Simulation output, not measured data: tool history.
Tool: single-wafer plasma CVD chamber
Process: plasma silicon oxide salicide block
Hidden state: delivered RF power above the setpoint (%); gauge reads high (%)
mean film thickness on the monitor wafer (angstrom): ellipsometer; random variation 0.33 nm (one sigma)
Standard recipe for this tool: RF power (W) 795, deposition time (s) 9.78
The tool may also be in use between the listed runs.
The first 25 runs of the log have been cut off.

| run | hour | RF power (W) | deposition time (s) | wafers since the last listed run | hours since the last RF generator calibration | hours since the showerhead was replaced | hours since the gauge calibration | read-back reference wafer on the same gauge, thickness_nm | mean film thickness on the monitor wafer (angstrom) |
|---|---|---|---|---|---|---|---|---|---|
|  | 1084.2 | gauge calibrated |
| 26 | 1100.0 | 735 | 8.71 | 1355 | 2661.5 | 268.3 | 15.8 | 109.828 | 814.46 |
| 27 | 1131.9 | 795 | 9.78 | 1368 | 2693.4 | 300.2 | 47.7 | 109.913 | 941.41 |
|  | 1151.7 | RF generator calibrated |
| 28 | 1185.2 | 890 | 11.42 | 1943 | 33.5 | 353.5 | 101.0 | 109.660 | 1171.53 |
| 29 | 1212.7 | 795 | 9.78 | 1179 | 61.0 | 381.0 | 128.5 | 109.788 | 967.84 |
| 30 | 1251.1 | 660 | 10.48 | 1647 | 99.4 | 419.4 | 166.9 | 109.800 | 969.78 |
| 31 | 1286.2 | 650 | 8.87 | 1505 | 134.5 | 454.5 | 202.0 | 109.810 | 819.84 |
| 32 | 1330.6 | 795 | 9.78 | 1904 | 178.9 | 498.9 | 246.4 | 109.721 | 963.83 |
| 33 | 1394.8 | 795 | 8.78 | 2753 | 243.1 | 563.1 | 310.6 | 109.708 | 858.57 |
| 34 | 1440.1 | 795 | 8.78 | 1943 | 288.4 | 608.4 | 355.9 | 109.815 | 861.48 |
| 35 | 1511.8 | 945 | 9.78 | 3075 | 360.1 | 680.1 | 427.6 | 109.723 | 1017.25 |

Predict each of these 3 candidate next runs independently; none follows another, all start after run 35:
| A | 1512.2 | 795 | 8.82 | 17 | 360.5 | 680.5 | 428.0 | ? | ? |
| B | 1512.2 | 945 | 7.94 | 17 | 360.5 | 680.5 | 428.0 | ? | ? |
| C | 1512.2 | 720 | 9.78 | 17 | 360.5 | 680.5 | 428.0 | ? | ? |

| run | read-back reference wafer on the same gauge, thickness_nm | mean film thickness on the monitor wafer (angstrom) |
|---|---|---|
| A | 109.695 | 862.74 |
| B | 109.695 | 823.71 |
| C | 109.695 | 924.31 |
Without the tool's hidden state the same runs would have given:
| run | mean film thickness on the monitor wafer (angstrom) |
|---|---|
| A | 874.83 |
| B | 835.26 |
| C | 937.26 |
